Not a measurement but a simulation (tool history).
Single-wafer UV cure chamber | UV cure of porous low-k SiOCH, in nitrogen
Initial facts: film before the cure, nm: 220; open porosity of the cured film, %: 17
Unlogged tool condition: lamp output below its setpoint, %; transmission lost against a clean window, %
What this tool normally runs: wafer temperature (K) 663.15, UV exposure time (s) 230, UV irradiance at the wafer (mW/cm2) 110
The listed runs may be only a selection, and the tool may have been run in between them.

run    hour  wafer temperature (K)  UV exposure time (s)  UV irradiance at the wafer (mW/cm2)  wafers since the last listed run  hours since the UV bulbs were replaced  wafers since the quartz window was cleaned  loss of film thickness in the cure (%)
  1       0                 663.15                   230                                  110                                 0                                  1746.2                                        1875                                  10.038
  2    56.7                 663.15                   230                                  110                               465                                  1802.9                                        2340                                    9.81
      136.2  -- UV bulbs replaced
  3   136.7                 663.15                   230                                  110                               590                                     0.5                                        2931                                   10.78
  4   169.7                 663.15                   230                                  110                               270                                    33.5                                        3202                                  10.716
  5   233.3                 663.15                   230                                  110                               521                                    97.1                                        3723                                  10.449
  6   317.4                 663.15                   200                                  101                               689                                   181.2                                        4413                                   9.312
  7   360.2                 663.15                   200                                  101                               351                                     224                                        4764                                   9.219
        372  -- quartz window cleaned
  8   444.8                 656.15                   230                                  110                               628                                   308.6                                         596                                  10.951
  9   530.4                 663.15                   325                                  110                               702                                   394.2                                        1299                                  12.549
 10   607.1                 663.15                   325                                  110                               629                                   470.9                                        1928                                  12.288
 11   672.7                 663.15                   230                                  110                               538                                   536.5                                        2466                                  10.671
 12   743.7                 663.15                   230                                  110                               582                                   607.5                                        3048                                  10.618
 13   845.9                 663.15                   230                                  110                               838                                   709.7                                        3887                                  10.274
 14   919.9                 663.15                   230                                  110                               607                                   783.7                                        4494                                  10.066
      973.5  -- quartz window cleaned
 15  1010.3                 663.15                   230                                  110                               675                                   874.1                                         302                                  10.826
 16  1078.9                 663.15                   230                                  110                               562                                   942.7                                         864                                  10.692
 17  1137.1                 663.15                   230                                  110                               477                                  1000.9                                        1342                                  10.729
 18  1191.8                 663.15                   230                                  110                               448                                  1055.6                                        1791                                  10.506
 19  1268.2                 663.15                   175                                  110                               626                                    1132                                        2417                                   9.335
 20  1306.7                 663.15                   230                                  110                               315                                  1170.5                                        2733                                  10.355
 21  1356.4                 663.15                   230                                  110                               407                                  1220.2                                        3141                                  10.195
 22  1424.4                 671.15                   150                                   93                               557                                  1288.2                                        3699                                   7.768
 23  1487.3                 663.15                   195                                   72                               515                                  1351.1                                        4215                                   7.467
 24  1525.1                 663.15                   230                                  110                               310                                  1388.9                                        4525                                   9.627
     1538.2  -- quartz window cleaned
 25  1630.4                 657.15                   290                                  142                               798                                  1494.2                                         756                                  12.346
 26  1684.6                 663.15                   355                                  110                               444                                  1548.4                                        1201                                  11.926
     1863.7  -- UV bulbs replaced
 27  1991.3                 663.15                   295                                  143                              2450                                   127.6                                        3651                                  12.397
 28  2074.7                 674.15                   125                                   89                               684                                     211                                        4335                                   6.985
     2118.1  -- quartz window cleaned
 29  2137.4                 663.15                   340                                  110                               448                                   273.7                                         158                                  12.815
 30    2206                 663.15                   230                                  110                               562                                   342.3                                         720                                   10.74
 31  2287.1                 649.15                   230                                  110                               665                                   423.4                                        1386                                  10.603
 32  2393.2                 654.15                   175                                  134                               870                                   529.5                                        2256                                  10.293
 33  2438.4                 681.15                   165                                  141                               370                                   574.7                                        2627                                  10.735
 34  2525.7                 663.15                   325                                  110                               716                                     662                                        3343                                  12.047
 35  2600.4                 663.15                   230                                  110                               612                                   736.7                                        3956                                  10.337
     2661.7  -- quartz window cleaned
 36  2702.6                 663.15                   230                                   87                               772                                   838.9                                         335                                   9.729
 37  2807.4                 663.15                   325                                  110                               859                                   943.7                                        1195                                  12.137

Each row is a separate what-if for the run after 37, all from the same tool condition, not one after another. Results?
  A  2807.9                 663.15                   230                                  133                                 4                                   944.2                                        1199                                       ?
  B  2807.9                 648.15                   230                                  130                                 4                                   944.2                                        1199                                       ?
  C  2807.9                 672.15                   230                                  110                                 4                                   944.2                                        1199                                       ?

run  loss of film thickness in the cure (%)
  A                                  11.548
  B                                  11.188
  C                                  10.884
The same runs, with their run-to-run variation unchanged, on a tool lacking any hidden condition would have given:
run  loss of film thickness in the cure (%)
  A                                  12.125
  B                                   11.76
  C                                  11.451
